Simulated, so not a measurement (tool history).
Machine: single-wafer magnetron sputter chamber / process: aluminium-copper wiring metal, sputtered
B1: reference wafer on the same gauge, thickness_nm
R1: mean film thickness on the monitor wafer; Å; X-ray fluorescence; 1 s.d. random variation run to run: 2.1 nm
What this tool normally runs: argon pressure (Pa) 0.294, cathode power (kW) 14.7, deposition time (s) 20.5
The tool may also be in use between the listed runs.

Run 1, hour 0: usual settings but cathode power (kW) 13.65, deposition time (s) 18.2; B1 413.695. Result: R1 4024.65 Å.
Run 2, hour 53: usual settings but cathode power (kW) 13.65, deposition time (s) 18.2; B1 414.182. Result: R1 4013.11 Å.
At hour 103.5: magnet pack replaced.
Run 3, hour 142.6: usual settings but cathode power (kW) 13.65, deposition time (s) 18.2; B1 414.477. Result: R1 4034.56 Å.
Run 4, hour 214.7: usual settings; B1 413.829. Result: R1 4817.25 Å.
At hour 273.1: capacitance manometer re-zeroed and calibrated.
Run 5, hour 311.5: usual settings; B1 413.307. Result: R1 4902.85 Å.
Run 6, hour 353.7: usual settings; B1 413.16. Result: R1 4939.23 Å.
Run 7, hour 407.3: usual settings; B1 414.251. Result: R1 4893.29 Å.
Run 8, hour 512.3: usual settings; B1 414.008. Result: R1 4914.67 Å.
At hour 544.2: sputter target and shields replaced.
Run 9, hour 552.2: usual settings; B1 413.148. Result: R1 4883.36 Å.
Run 10, hour 658.7: usual settings; B1 414.018. Result: R1 4903.17 Å.
Run 11, hour 696: usual settings but argon pressure (Pa) 0.185, cathode power (kW) 15.8, deposition time (s) 19; B1 415.162. Result: R1 5070.25 Å.
Run 12, hour 785.6: usual settings but argon pressure (Pa) 0.207, cathode power (kW) 11.35, deposition time (s) 23.5; B1 413.043. Result: R1 4751.53 Å.
Run 13, hour 886.2: usual settings but cathode power (kW) 13.65, deposition time (s) 18.2; B1 414.124. Result: R1 4075.03 Å.
Run 14, hour 948.8: usual settings but argon pressure (Pa) 0.33; B1 413.388. Result: R1 4814.76 Å.
Run 15, hour 1029.7: usual settings; B1 413.851. Result: R1 4909.7 Å.
Run 16, hour 1132.6: usual settings but argon pressure (Pa) 0.2, cathode power (kW) 11.9; B1 415.082. Result: R1 4290.94 Å.
Run 17, hour 1175.4: usual settings but argon pressure (Pa) 0.236; B1 413.747. Result: R1 5032.75 Å.
Run 18, hour 1217.5: usual settings but argon pressure (Pa) 0.207, cathode power (kW) 12.85; B1 413.972. Result: R1 4546.37 Å.
At hour 1245.5: sputter target and shields replaced.
Run 19, hour 1343.7: usual settings but argon pressure (Pa) 0.396, deposition time (s) 22.2; B1 413.546. Result: R1 5015.83 Å.
At hour 1344.8: gauge calibrated.
Run 20, hour 1448.4: usual settings but cathode power (kW) 12.15, deposition time (s) 19; B1 414.165. Result: R1 3889.6 Å.
Run 21, hour 1538.7: usual settings but argon pressure (Pa) 0.399, cathode power (kW) 16.25, deposition time (s) 19.4; B1 414.033. Result: R1 4782.17 Å.
Run 22, hour 1610.7: usual settings but cathode power (kW) 17.45; B1 414.381. Result: R1 5627.74 Å.
Run 23, hour 1699.6: usual settings but cathode power (kW) 12.7, deposition time (s) 18.9; B1 414.405. Result: R1 3954.7 Å.
Run 24, hour 1735.8: usual settings; B1 414.431. Result: R1 4856.16 Å.
Run 25, hour 2008.8: usual settings; B1 413.341. Result: R1 4822.71 Å.
At hour 2061.7: sputter target and shields replaced.
Run 26, hour 2102: usual settings but argon pressure (Pa) 0.408, deposition time (s) 18.3; B1 413.053. Result: R1 4097.14 Å.
Run 27, hour 2172.6: usual settings but argon pressure (Pa) 0.348; B1 412.976. Result: R1 4682.57 Å.
Run 28, hour 2268.6: usual settings but argon pressure (Pa) 0.367, cathode power (kW) 16.2; B1 414.666. Result: R1 5083.72 Å.
At hour 2289.6: capacitance manometer re-zeroed and calibrated.
Run 29, hour 2369.7: usual settings but argon pressure (Pa) 0.392, cathode power (kW) 11.95, deposition time (s) 17.7; B1 414.1. Result: R1 3416.29 Å.
Run 30, hour 2445.4: usual settings but argon pressure (Pa) 0.354, cathode power (kW) 17.7, deposition time (s) 22.8; B1 413.493. Result: R1 6205.1 Å.
Run 31, hour 2526.7: usual settings but argon pressure (Pa) 0.367, cathode power (kW) 16.2; B1 413.985. Result: R1 5183.78 Å.
Run 32, hour 2606.6: usual settings but argon pressure (Pa) 0.223, cathode power (kW) 16.3, deposition time (s) 18; B1 414.162. Result: R1 4850.91 Å.
Run 33, hour 2656.5: usual settings; B1 414.454. Result: R1 4895.5 Å.

Each row is a separate what-if for the run after 33, all from the same tool condition, not one after another. Results?
Run A, hour 2656.9: usual settings but argon pressure (Pa) 0.24; B1 ?. Result: R1 ?.
Run B, hour 2656.9: usual settings but argon pressure (Pa) 0.203; B1 ?. Result: R1 ?.
Run C, hour 2656.9: usual settings but deposition time (s) 23.8; B1 ?. Result: R1 ?.
Run D, hour 2656.9: usual settings but cathode power (kW) 15.8, deposition time (s) 17.2; B1 ?. Result: R1 ?.
Run E, hour 2656.9: usual settings but argon pressure (Pa) 0.264; B1 ?. Result: R1 ?.

run      B1       R1
  A  414.76  5037.78
  B  414.76  5121.05
  C  414.76  5711.46
  D  414.76  4383.21
  E  414.76  4984.75
Had the tool no hidden state, the same runs would have come out as:
run       R1
  A  5043.02
  B  5125.76
  C  5718.39
  D  4388.53
  E  4990.32
